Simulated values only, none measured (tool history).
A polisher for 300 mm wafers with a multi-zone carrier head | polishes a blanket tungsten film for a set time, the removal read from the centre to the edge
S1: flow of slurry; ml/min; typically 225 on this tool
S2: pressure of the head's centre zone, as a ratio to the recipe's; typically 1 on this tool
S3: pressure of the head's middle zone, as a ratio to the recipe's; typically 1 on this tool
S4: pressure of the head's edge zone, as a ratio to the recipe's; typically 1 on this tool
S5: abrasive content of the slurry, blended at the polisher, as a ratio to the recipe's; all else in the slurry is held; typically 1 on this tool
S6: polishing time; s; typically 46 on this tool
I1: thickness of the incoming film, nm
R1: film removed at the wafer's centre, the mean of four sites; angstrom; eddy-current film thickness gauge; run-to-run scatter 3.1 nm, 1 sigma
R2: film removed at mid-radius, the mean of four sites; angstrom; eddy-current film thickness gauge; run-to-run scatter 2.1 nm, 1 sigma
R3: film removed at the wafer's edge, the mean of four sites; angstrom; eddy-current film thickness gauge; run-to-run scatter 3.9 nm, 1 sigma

run     day   S1    S2    S3    S4    S5  S6     I1    R1    R2    R3
  1       0  225     1     1  1.05     1  46  744.9  2596  2800  2787
  2   0.862  225     1     1     1     1  46  738.5  2585  2733  2755
  3   2.162  225  0.94     1     1     1  46  740.9  2483  2762  2682
  4   3.483  225  0.94     1     1     1  46  740.5  2479  2730  2757
  5   4.588  225  0.94     1     1     1  46  751.7  2489  2775  2774
      4.779  -- worn pad replaced by a new one
  6   5.858  225     1  0.95     1     1  46  740.9  2595  2635  2762
  7   7.033  225     1  0.95     1     1  46  762.7  2621  2617  2695
      7.788  -- carrier head's membrane replaced by a new one
  8   8.067  225     1  0.95     1     1  46  757.1  2638  2623  2750
  9   8.779  225     1     1  1.05     1  46  765.8  2596  2727  2773
      9.254  -- slurry nozzle cleaned
      9.312  -- edge zone pressure recalibrated
      9.796  -- worn pad replaced by a new one
 10  10.167  225     1     1     1   0.8  46  745.5  2433  2608  2562
 11  11.429  225  0.93     1     1     1  46  749.6  2451  2776  2700
 12  12.375  225     1     1  1.05     1  46  748.9  2600  2712  2818
 13  12.967  225     1     1     1     1  46  754.8  2582  2757  2746
     14.171  -- worn pad replaced by a new one
 14  14.225  225     1     1     1     1  53    754  2948  3170  3141
 15  14.862  225     1  0.92     1     1  52  743.5  2928  2902  3061
     14.988  -- centre zone pressure recalibrated
 16  16.233  225  0.93     1     1     1  46  756.4  2610  2771  2660
 17  17.017  300     1     1     1     1  46    749  2826  2823  2752
 18  17.642  225     1  1.08  0.96     1  46  757.9  2734  2944  2658
     18.271  -- worn pad replaced by a new one
 19  18.588  225   0.9     1     1     1  58  756.9  3122  3446  3355
 20  19.438  225     1  0.97   0.9     1  46  744.1  2694  2636  2606
 21  20.575  225     1   0.9     1  0.85  46  754.4  2591  2417  2616

Per-run results on a tool with no hidden state, each run keeping its own random variation:
What the log doesn't record here: removal rate lost through wear of the pad, %; slurry flow missing at the pad, %; deviation of the centre zone's pressure from its setpoint, %; deviation of the edge zone's pressure from its setpoint, %.
run    R1
  1  2806
  2  2796
  3  2688
  4  2686
  5  2698
  6  2813
  7  2842
  8  2862
  9  2817
 10  2641
 11  2663
 12  2825
 13  2805
 14  3203
 15  3183
 16  2669
 17  2900
 18  2815
 19  3228
 20  2795
 21  2701
R2: within 1 angstrom of the measured result in every run.
R3: unchanged from measured in all runs.
